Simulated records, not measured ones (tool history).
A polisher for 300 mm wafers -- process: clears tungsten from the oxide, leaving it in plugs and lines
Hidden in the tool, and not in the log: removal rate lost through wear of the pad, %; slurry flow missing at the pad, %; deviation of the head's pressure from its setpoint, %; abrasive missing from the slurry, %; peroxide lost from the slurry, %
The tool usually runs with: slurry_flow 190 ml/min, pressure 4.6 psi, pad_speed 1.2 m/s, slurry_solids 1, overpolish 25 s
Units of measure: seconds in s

| run | hour | slurry_flow | pressure | pad_speed | slurry_solids | overpolish | wafers since the last listed run | wafers polished on this pad | hours since the slurry nozzle was cleaned | hours since the head pressure was calibrated | hours since the slurry blender was calibrated | hours since the slurry got fresh peroxide | incoming thickness of the incoming film, nm | seconds |
|---|---|---|---|---|---|---|---|---|---|---|---|---|---|---|
| 1 | 0 | 190 | 4.6 | 1.2 | 1 | 25 | 0 | 3573 | 499.9 | 672.2 | 429.4 | 503.6 | 297.8 | 48.3 |
|  | 22.2 | slurry tank refilled with fresh slurry and peroxide |
|  | 80.2 | worn pad replaced by a new one |
|  | 110.6 | slurry blender recalibrated |
| 2 | 203.2 | 190 | 4.6 | 1.2 | 1 | 25 | 1768 | 1090 | 703.1 | 875.4 | 92.6 | 181 | 300.5 | 45.9 |
| 3 | 278.1 | 190 | 4.6 | 1.2 | 1 | 25 | 675 | 1766 | 778 | 950.3 | 167.5 | 255.9 | 296.2 | 46.9 |
| 4 | 318.6 | 190 | 4.6 | 0.88 | 1 | 25 | 365 | 2131 | 818.5 | 990.8 | 208 | 296.4 | 299.4 | 62.6 |
|  | 324.2 | slurry nozzle cleaned |
| 5 | 384.4 | 190 | 4.6 | 0.88 | 1 | 25 | 584 | 2715 | 60.2 | 1056.6 | 273.8 | 362.2 | 304.2 | 62.1 |
| 6 | 431.8 | 190 | 4.6 | 0.88 | 1 | 25 | 427 | 3142 | 107.6 | 1104 | 321.2 | 409.6 | 302.9 | 64.4 |
|  | 488.4 | head pressure recalibrated |
| 7 | 514.1 | 190 | 5.2 | 1.2 | 1 | 25 | 723 | 3866 | 189.9 | 25.7 | 403.5 | 491.9 | 304.9 | 45.7 |
|  | 531.8 | slurry tank refilled with fresh slurry and peroxide |
|  | 558.5 | worn pad replaced by a new one |
| 8 | 583.7 | 190 | 5.2 | 1.2 | 1 | 25 | 582 | 227 | 259.5 | 95.3 | 473.1 | 51.9 | 298.5 | 41.1 |
|  | 612.6 | slurry blender recalibrated |
| 9 | 632.2 | 190 | 4.6 | 1.2 | 1 | 25 | 419 | 646 | 308 | 143.8 | 19.6 | 100.4 | 299.7 | 46.9 |
| 10 | 720.6 | 190 | 4.6 | 1.2 | 1 | 25 | 796 | 1443 | 396.4 | 232.2 | 108 | 188.8 | 300.8 | 46.4 |
| 11 | 783.6 | 190 | 4.6 | 1.2 | 1 | 10 | 567 | 2011 | 459.4 | 295.2 | 171 | 251.8 | 301 | 47.1 |
|  | 991.2 | slurry tank refilled with fresh slurry and peroxide |
| 12 | 996.2 | 190 | 4.6 | 1.44 | 1 | 25 | 1907 | 3918 | 672 | 507.8 | 383.6 | 5 | 301.8 | 41.9 |
|  | 1029.1 | worn pad replaced by a new one |
| 13 | 1078 | 190 | 4.6 | 1.2 | 1.3 | 39 | 701 | 440 | 753.8 | 589.6 | 465.4 | 86.8 | 299.2 | 42.2 |
|  | 1090.2 | slurry blender recalibrated |
|  | 1128 | slurry nozzle cleaned |
| 14 | 1280.5 | 190 | 6.1 | 1.2 | 1.15 | 25 | 1798 | 2239 | 152.5 | 792.1 | 190.3 | 289.3 | 298.2 | 37.2 |
| 15 | 1327.2 | 190 | 4.6 | 1.3 | 1 | 25 | 421 | 2660 | 199.2 | 838.8 | 237 | 336 | 295.8 | 42.4 |
| 16 | 1390.8 | 165 | 4.1 | 1.2 | 1 | 25 | 573 | 3233 | 262.8 | 902.4 | 300.6 | 399.6 | 303.6 | 53.5 |
|  | 1466.6 | slurry tank refilled with fresh slurry and peroxide |
| 17 | 1476.5 | 165 | 4.6 | 1.2 | 1 | 25 | 763 | 3997 | 348.5 | 988.1 | 386.3 | 9.9 | 303.2 | 49.8 |
|  | 1492.5 | worn pad replaced by a new one |
|  | 1541.6 | slurry blender recalibrated |
| 18 | 1570.3 | 190 | 6.1 | 1.2 | 1.1 | 21 | 791 | 683 | 442.3 | 1081.9 | 28.7 | 103.7 | 301.8 | 35.7 |
|  | 1653.5 | head pressure recalibrated |
| 19 | 1655.2 | 190 | 4.6 | 1.2 | 1 | 25 | 747 | 1430 | 527.2 | 1.7 | 113.6 | 188.6 | 295.9 | 44 |
| 20 | 1754.5 | 190 | 4.6 | 1.2 | 1 | 25 | 895 | 2325 | 626.5 | 101 | 212.9 | 287.9 | 299.8 | 46.6 |
| 21 | 1844.9 | 230 | 4.1 | 0.96 | 1.1 | 25 | 814 | 3140 | 716.9 | 191.4 | 303.3 | 378.3 | 303.6 | 60.4 |
| 22 | 1927.6 | 145 | 4.6 | 1.48 | 1 | 30 | 745 | 3886 | 799.6 | 274.1 | 386 | 461 | 301.6 | 43 |
|  | 1960 | worn pad replaced by a new one |
|  | 2004.3 | slurry nozzle cleaned |
| 23 | 2006.8 | 190 | 4.6 | 1.2 | 1 | 25 | 668 | 412 | 2.5 | 353.3 | 465.2 | 540.2 | 297.8 | 44.2 |
|  | 2012.4 | slurry tank refilled with fresh slurry and peroxide |
| 24 | 2088.7 | 190 | 6.1 | 0.78 | 0.85 | 18 | 729 | 1141 | 84.4 | 435.2 | 547.1 | 76.3 | 299.6 | 56.6 |
|  | 2108.8 | slurry blender recalibrated |
| 25 | 2170.2 | 190 | 4.6 | 1.2 | 0.8 | 25 | 716 | 1858 | 165.9 | 516.7 | 61.4 | 157.8 | 301.6 | 49.1 |
| 26 | 2266.9 | 220 | 5.3 | 1.34 | 0.75 | 25 | 871 | 2730 | 262.6 | 613.4 | 158.1 | 254.5 | 299.5 | 41.1 |

How the hidden state differs across the entries between the runs, from the last listed run before each to the first after it:
Between runs 1 and 2: slurry tank refilled with fresh slurry and peroxide (hour 22.2); worn pad replaced by a new one (hour 80.2); slurry blender recalibrated (hour 110.6)
  removal rate lost through wear of the pad, %: 9.41 -> 3.75
  what was measured, less what the result would be without the hidden state, seconds: +4.5 -> +1.8 s
Between runs 4 and 5: slurry nozzle cleaned (hour 324.2)
  removal rate lost through wear of the pad, %: 6.18 -> 7.57
  what was measured, less what the result would be without the hidden state, seconds: +3.9 -> +4.7 s
Between runs 6 and 7: head pressure recalibrated (hour 488.4)
  removal rate lost through wear of the pad, %: 8.57 -> 10.3
  what was measured, less what the result would be without the hidden state, seconds: +5.6 -> +4.7 s
Between runs 7 and 8: slurry tank refilled with fresh slurry and peroxide (hour 531.8); worn pad replaced by a new one (hour 558.5)
  removal rate lost through wear of the pad, %: 10.3 -> 2.28
  what was measured, less what the result would be without the hidden state, seconds: +4.7 -> +0.9 s
Between runs 8 and 9: slurry blender recalibrated (hour 612.6)
  removal rate lost through wear of the pad, %: 2.28 -> 3.3
  what was measured, less what the result would be without the hidden state, seconds: +0.9 -> +1.6 s
Between runs 11 and 12: slurry tank refilled with fresh slurry and peroxide (hour 991.2)
  removal rate lost through wear of the pad, %: 6.5 -> 11
  what was measured, less what the result would be without the hidden state, seconds: +3.1 -> +4.6 s
Between runs 12 and 13: worn pad replaced by a new one (hour 1029.1)
  removal rate lost through wear of the pad, %: 11 -> 1.18
  what was measured, less what the result would be without the hidden state, seconds: +4.6 -> +0.5 s
Between runs 13 and 14: slurry blender recalibrated (hour 1090.2); slurry nozzle cleaned (hour 1128)
  removal rate lost through wear of the pad, %: 1.18 -> 5.45
  what was measured, less what the result would be without the hidden state, seconds: +0.5 -> +2 s
Between runs 16 and 17: slurry tank refilled with fresh slurry and peroxide (hour 1466.6)
  removal rate lost through wear of the pad, %: 7.77 -> 9.58
  what was measured, less what the result would be without the hidden state, seconds: +4.2 -> +4.8 s
Between runs 17 and 18: worn pad replaced by a new one (hour 1492.5); slurry blender recalibrated (hour 1541.6)
  removal rate lost through wear of the pad, %: 9.58 -> 1.7
  what was measured, less what the result would be without the hidden state, seconds: +4.8 -> +0.6 s
Between runs 18 and 19: head pressure recalibrated (hour 1653.5)
  removal rate lost through wear of the pad, %: 1.7 -> 3.49
  what was measured, less what the result would be without the hidden state, seconds: +0.6 -> +1.6 s
Between runs 22 and 23: worn pad replaced by a new one (hour 1960); slurry nozzle cleaned (hour 2004.3)
  removal rate lost through wear of the pad, %: 9.23 -> 2.18
  what was measured, less what the result would be without the hidden state, seconds: +4 -> +0.9 s
Between runs 23 and 24: slurry tank refilled with fresh slurry and peroxide (hour 2012.4)
  removal rate lost through wear of the pad, %: 2.18 -> 3.9
  what was measured, less what the result would be without the hidden state, seconds: +0.9 -> +2.2 s
Between runs 24 and 25: slurry blender recalibrated (hour 2108.8)
  removal rate lost through wear of the pad, %: 3.9 -> 5.62
  what was measured, less what the result would be without the hidden state, seconds: +2.2 -> +2.8 s
